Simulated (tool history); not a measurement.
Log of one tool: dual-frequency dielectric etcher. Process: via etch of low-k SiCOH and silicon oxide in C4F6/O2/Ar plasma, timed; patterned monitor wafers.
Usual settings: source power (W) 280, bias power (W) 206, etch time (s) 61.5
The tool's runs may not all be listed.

run    hour  source power (W)  bias power (W)  etch time (s)  wafers since the last listed run  hours since the last wet clean  hours since the last source power generator calibration  hours since the last bias power generator calibration  hours since the last upper electrode change  hours since the gauge calibration  read-back reference wafer on the same gauge, depth_nm  mean etch depth across the wafer (angstrom)
  1     0.0               280             166           61.5                                 0                           313.1                                                   1650.6                                                 1719.3                                       2626.6                              725.3                                                  131.1                                         1238
  2    33.7               280             166           61.5                               382                           346.8                                                   1684.3                                                 1753.0                                       2660.3                              759.0                                                  130.9                                         1234
  3    60.3               280             206           61.5                               301                           373.4                                                   1710.9                                                 1779.6                                       2686.9                              785.6                                                  130.6                                         1344
      100.1  -- gauge calibrated
      119.6  -- wet clean of the chamber
  4   126.1               280             206           61.5                               473                             6.5                                                   1776.7                                                 1845.4                                       2752.7                               26.0                                                  133.7                                         1376
  5   189.7               280             220           61.5                               721                            70.1                                                   1840.3                                                 1909.0                                       2816.3                               89.6                                                  133.7                                         1419
  6   235.5               280             220           61.5                               519                           115.9                                                   1886.1                                                 1954.8                                       2862.1                              135.4                                                  133.8                                         1410
  7   306.4               280             220           61.5                               803                           186.8                                                   1957.0                                                 2025.7                                       2933.0                              206.3                                                  133.4                                         1400
  8   341.4               280             206           61.5                               396                           221.8                                                   1992.0                                                 2060.7                                       2968.0                              241.3                                                  133.5                                         1372
  9   413.2               250             206           61.5                               814                           293.6                                                   2063.8                                                 2132.5                                       3039.8                              313.1                                                  133.3                                         1324
 10   459.5               280             206           61.5                               525                           339.9                                                   2110.1                                                 2178.8                                       3086.1                              359.4                                                  133.0                                         1365
 11   495.2               230             206           61.5                               404                           375.6                                                   2145.8                                                 2214.5                                       3121.8                              395.1                                                  132.8                                         1281
      545.0  -- wet clean of the chamber
 12   598.4               300             206           61.5                               898                            53.4                                                   2249.0                                                 2317.7                                       3225.0                              498.3                                                  132.3                                         1393
 13   691.9               300             206           61.5                              1060                           146.9                                                   2342.5                                                 2411.2                                       3318.5                              591.8                                                  131.8                                         1390
 14   761.3               260             174           76.5                               786                           216.3                                                   2411.9                                                 2480.6                                       3387.9                              661.2                                                  131.4                                         1531
 15   794.3               310             206           61.5                               374                           249.3                                                   2444.9                                                 2513.6                                       3420.9                              694.2                                                  131.1                                         1397
      890.6  -- bias power generator calibrated
      891.8  -- upper electrode replaced
      912.2  -- wet clean of the chamber
 16   912.7               330             176           47.0                              1051                             0.5                                                   2563.3                                                   22.1                                         20.9                              812.6                                                  130.1                                         1018
 17   918.2               310             206           48.0                                62                             6.0                                                   2568.8                                                   27.6                                         26.4                              818.1                                                  130.0                                         1078
      949.0  -- gauge calibrated
 18   955.3               280             206           61.5                               420                            43.1                                                   2605.9                                                   64.7                                         63.5                                6.3                                                  134.0                                         1374
 19   982.8               280             206           61.5                               311                            70.6                                                   2633.4                                                   92.2                                         91.0                               33.8                                                  134.0                                         1381
 20  1008.8               280             206           61.5                               294                            96.6                                                   2659.4                                                  118.2                                        117.0                               59.8                                                  133.8                                         1382
 21  1039.8               280             206           51.5                               351                           127.6                                                   2690.4                                                  149.2                                        148.0                               90.8                                                  133.8                                         1154
 22  1085.1               280             206           61.5                               513                           172.9                                                   2735.7                                                  194.5                                        193.3                              136.1                                                  133.9                                         1376
     1111.0  -- source power generator calibrated
 23  1153.2               280             206           52.0                               726                           241.0                                                     42.2                                                  262.6                                        261.4                              204.2                                                  133.6                                         1167
 24  1181.0               330             240           61.5                               315                           268.8                                                     70.0                                                  290.4                                        289.2                              232.0                                                  133.7                                         1535
 25  1235.9               280             223           77.0                               622                           323.7                                                    124.9                                                  345.3                                        344.1                              286.9                                                  133.3                                         1773
 26  1290.8               330             257           48.0                               622                           378.6                                                    179.8                                                  400.2                                        399.0                              341.8                                                  133.1                                         1226
     1335.3  -- wet clean of the chamber
 27  1340.1               280             206           61.5                               286                             4.8                                                    229.1                                                  449.5                                        448.3                              391.1                                                  133.1                                         1367
 28  1365.9               280             174           61.5                               292                            30.6                                                    254.9                                                  475.3                                        474.1                              416.9                                                  133.0                                         1283
 29  1426.7               280             156           61.5                               689                            91.4                                                    315.7                                                  536.1                                        534.9                              477.7                                                  132.7                                         1225

Forecast each of these 4 alternatives for the next run:
  A  1427.1               280             185           61.5                                 4                            91.8                                                    316.1                                                  536.5                                        535.3                              478.1                                                      ?                                            ?
  B  1427.1               350             206           61.5                                 4                            91.8                                                    316.1                                                  536.5                                        535.3                              478.1                                                      ?                                            ?
  C  1427.1               320             191           45.5                                 4                            91.8                                                    316.1                                                  536.5                                        535.3                              478.1                                                      ?                                            ?
  D  1427.1               240             250           61.5                                 4                            91.8                                                    316.1                                                  536.5                                        535.3                              478.1                                                      ?                                            ?

run  read-back reference wafer on the same gauge, depth_nm  mean etch depth across the wafer (angstrom)
  A                                                  132.6                                         1310
  B                                                  132.6                                         1470
  C                                                  132.6                                         1025
  D                                                  132.6                                         1400
Without the tool's hidden state the same runs would have given:
run  mean etch depth across the wafer (angstrom)
  A                                         1323
  B                                         1485
  C                                         1036
  D                                         1414
